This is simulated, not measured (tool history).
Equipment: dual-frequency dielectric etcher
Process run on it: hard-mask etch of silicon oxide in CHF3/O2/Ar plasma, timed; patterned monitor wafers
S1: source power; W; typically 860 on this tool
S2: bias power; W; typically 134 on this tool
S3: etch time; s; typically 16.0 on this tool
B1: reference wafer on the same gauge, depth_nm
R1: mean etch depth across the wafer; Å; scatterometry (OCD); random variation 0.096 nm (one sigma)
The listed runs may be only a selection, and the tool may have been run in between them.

{"run": 1, "day": 0.0, "S1": 860, "S2": 151, "S3": 12.0, "B1": 34.91, "R1": 256.7}
{"run": 2, "day": 2.883, "S1": 860, "S2": 151, "S3": 12.0, "B1": 34.89, "R1": 255.5}
{"run": 3, "day": 7.058, "S1": 860, "S2": 109, "S3": 12.0, "B1": 34.86, "R1": 239.1}
{"day": 8.429, "done": "wet clean of the chamber"}
{"run": 4, "day": 8.675, "S1": 860, "S2": 125, "S3": 16.0, "B1": 34.9, "R1": 322.9}
{"run": 5, "day": 11.862, "S1": 700, "S2": 134, "S3": 16.0, "B1": 34.95, "R1": 297.1}
{"run": 6, "day": 17.908, "S1": 700, "S2": 134, "S3": 16.0, "B1": 34.92, "R1": 298.8}
{"run": 7, "day": 22.15, "S1": 700, "S2": 134, "S3": 16.0, "B1": 34.9, "R1": 298.2}
{"run": 8, "day": 24.288, "S1": 860, "S2": 134, "S3": 13.0, "B1": 34.87, "R1": 269.5}
{"day": 27.704, "done": "upper electrode replaced"}
{"run": 9, "day": 27.779, "S1": 860, "S2": 134, "S3": 13.0, "B1": 34.92, "R1": 271.5}
{"day": 28.492, "done": "bias power generator calibrated"}
{"day": 30.671, "done": "wet clean of the chamber"}
{"run": 10, "day": 30.692, "S1": 970, "S2": 134, "S3": 16.0, "B1": 34.89, "R1": 350.0}
{"run": 11, "day": 32.946, "S1": 860, "S2": 134, "S3": 16.0, "B1": 34.9, "R1": 331.7}
{"day": 35.096, "done": "source power generator calibrated"}
{"run": 12, "day": 36.379, "S1": 1060, "S2": 116, "S3": 20.0, "B1": 34.87, "R1": 444.9}
{"run": 13, "day": 38.088, "S1": 700, "S2": 134, "S3": 16.0, "B1": 34.88, "R1": 297.1}
{"day": 39.371, "done": "gauge calibrated"}
{"run": 14, "day": 41.9, "S1": 860, "S2": 134, "S3": 16.0, "B1": 34.87, "R1": 332.3}
{"run": 15, "day": 44.425, "S1": 960, "S2": 105, "S3": 14.0, "B1": 34.86, "R1": 290.4}
{"run": 16, "day": 47.383, "S1": 860, "S2": 120, "S3": 14.0, "B1": 34.93, "R1": 284.7}
{"run": 17, "day": 49.212, "S1": 760, "S2": 144, "S3": 20.5, "B1": 34.89, "R1": 408.2}
{"day": 50.646, "done": "wet clean of the chamber"}
{"run": 18, "day": 53.275, "S1": 740, "S2": 103, "S3": 14.5, "B1": 34.88, "R1": 259.9}
{"run": 19, "day": 55.296, "S1": 860, "S2": 134, "S3": 16.0, "B1": 34.85, "R1": 328.2}

Below, some changes in R1 between adjacent runs. For each, the amount present without the hidden state too (settings, incoming material, random variation) and the amount remaining for the hidden state with gauge scatter not shared by both compared results:
What the log doesn't record here: etch rate over this chamber's usual, %; source power that arrives over what is set, %; bias power that arrives over what is set, %; gauge reads high (%).
Run 17 -> 18: S1 760 -> 740, S2 144 -> 103, S3 20.5 -> 14.5, wet clean of the chamber. R1 -148.3 Å: hidden state -4.8, all else -143.5.
